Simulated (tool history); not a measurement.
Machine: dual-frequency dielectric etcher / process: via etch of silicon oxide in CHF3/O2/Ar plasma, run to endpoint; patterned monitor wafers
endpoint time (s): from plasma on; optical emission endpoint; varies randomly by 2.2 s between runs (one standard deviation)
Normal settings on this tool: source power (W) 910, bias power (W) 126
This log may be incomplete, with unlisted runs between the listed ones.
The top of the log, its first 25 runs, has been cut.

| run | hour | source power (W) | bias power (W) | incoming incoming film thickness, nm | endpoint time (s) |
|---|---|---|---|---|---|
| 26 | 1973.9 | 980 | 137 | 759.4 | 394.6 |
| 27 | 2063.6 | 1120 | 100 | 755.6 | 396.6 |
| 28 | 2171.2 | 1070 | 94 | 759.9 | 406.4 |
| 29 | 2277.9 | 720 | 126 | 761.3 | 433.5 |
| 30 | 2321.2 | 910 | 126 | 759.3 | 401.7 |
| 31 | 2381.1 | 910 | 104 | 766.7 | 417.0 |
| 32 | 2476.1 | 780 | 140 | 759.0 | 409.8 |
| 33 | 2526.6 | 840 | 134 | 768.9 | 407.0 |
|  | 2570.6 | wet clean of the chamber |
| 34 | 2571.1 | 910 | 126 | 763.5 | 415.8 |
| 35 | 2628.9 | 710 | 105 | 770.5 | 472.6 |
| 36 | 2736.8 | 1130 | 144 | 759.5 | 366.8 |

Forecast each of these 3 alternatives for the next run:
| A | 2737.3 | 910 | 157 | 762.5 | ? |
| B | 2737.3 | 970 | 139 | 762.5 | ? |
| C | 2737.3 | 700 | 114 | 762.5 | ? |

| run | endpoint time (s) |
|---|---|
| A | 393.8 |
| B | 395.4 |
| C | 457.8 |
Take away the tool's hidden state, keep each run's random variation, and the runs would have read:
| run | endpoint time (s) |
|---|---|
| A | 397.7 |
| B | 399.3 |
| C | 462.3 |
